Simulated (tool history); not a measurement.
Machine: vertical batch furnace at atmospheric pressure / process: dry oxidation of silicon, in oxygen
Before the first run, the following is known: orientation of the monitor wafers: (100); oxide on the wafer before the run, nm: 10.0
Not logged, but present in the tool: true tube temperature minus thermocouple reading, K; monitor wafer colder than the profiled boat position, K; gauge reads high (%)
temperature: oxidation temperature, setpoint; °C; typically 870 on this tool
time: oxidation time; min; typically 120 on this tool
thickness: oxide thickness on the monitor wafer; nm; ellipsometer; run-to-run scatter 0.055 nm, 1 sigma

| run | hour | temperature | time | wafers since the last listed run | hours since the last temperature calibration | hours since the boat lift was adjusted | hours since the gauge calibration | read-back reference wafer on the same gauge, thickness | thickness |
|---|---|---|---|---|---|---|---|---|---|
| 1 | 0 | 870 | 85.5 | 0 | 2737.5 | 3100.5 | 455.7 | 20.79 | 21.27 |
| 2 | 35.9 | 870 | 85.5 | 312 | 2773.4 | 3136.4 | 491.6 | 20.8 | 21.25 |
| 3 | 94.5 | 870 | 85.5 | 509 | 2832 | 3195 | 550.2 | 20.81 | 21.28 |
|  | 124.2 | gauge calibrated |
| 4 | 126.8 | 870 | 120 | 281 | 2864.3 | 3227.3 | 2.6 | 20.8 | 24.95 |
| 5 | 171 | 870 | 120 | 384 | 2908.5 | 3271.5 | 46.8 | 20.8 | 24.82 |
| 6 | 209.5 | 870 | 120 | 335 | 2947 | 3310 | 85.3 | 20.8 | 24.9 |
| 7 | 372 | 870 | 120 | 1413 | 3109.5 | 3472.5 | 247.8 | 20.8 | 24.79 |
|  | 423.2 | boat lift adjusted |
|  | 458.4 | thermocouples replaced and temperature profile calibrated |
| 8 | 458.9 | 870 | 120 | 338 | 0.5 | 35.7 | 334.7 | 20.82 | 25.78 |
| 9 | 518.1 | 870 | 120 | 515 | 59.7 | 94.9 | 393.9 | 20.81 | 25.84 |
| 10 | 547.6 | 870 | 120 | 256 | 89.2 | 124.4 | 423.4 | 20.81 | 25.78 |
| 11 | 594.1 | 853 | 120 | 404 | 135.7 | 170.9 | 469.9 | 20.8 | 22.53 |
|  | 644.4 | gauge calibrated |
| 12 | 652.8 | 870 | 120 | 510 | 194.4 | 229.6 | 8.4 | 20.82 | 25.64 |
| 13 | 700 | 864 | 120 | 410 | 241.6 | 276.8 | 55.6 | 20.79 | 24.52 |
| 14 | 726.3 | 870 | 177 | 228 | 267.9 | 303.1 | 81.9 | 20.79 | 31.56 |
| 15 | 750.4 | 847 | 172.5 | 209 | 292 | 327.2 | 106 | 20.8 | 25.41 |
| 16 | 802.2 | 847 | 142.5 | 450 | 343.8 | 379 | 157.8 | 20.81 | 23.23 |
| 17 | 866.9 | 870 | 120 | 562 | 408.5 | 443.7 | 222.5 | 20.8 | 25.67 |
| 18 | 922.9 | 859 | 93.5 | 487 | 464.5 | 499.7 | 278.5 | 20.79 | 20.93 |

Branching from run 18: 4 alternative next runs. What would each branch give?
| A | 928.5 | 870 | 144 | 48 | 470.1 | 505.3 | 284.1 | ? | ? |
| B | 928.5 | 879 | 120 | 48 | 470.1 | 505.3 | 284.1 | ? | ? |
| C | 928.5 | 870 | 145 | 48 | 470.1 | 505.3 | 284.1 | ? | ? |
| D | 928.5 | 870 | 147.5 | 48 | 470.1 | 505.3 | 284.1 | ? | ? |

| run | read-back reference wafer on the same gauge, thickness | thickness |
|---|---|---|
| A | 20.81 | 28.13 |
| B | 20.81 | 27.59 |
| C | 20.81 | 28.23 |
| D | 20.81 | 28.48 |
With the hidden condition removed and each run's random variation left untouched, the same runs would have given:
| run | thickness |
|---|---|
| A | 28.28 |
| B | 27.73 |
| C | 28.38 |
| D | 28.64 |
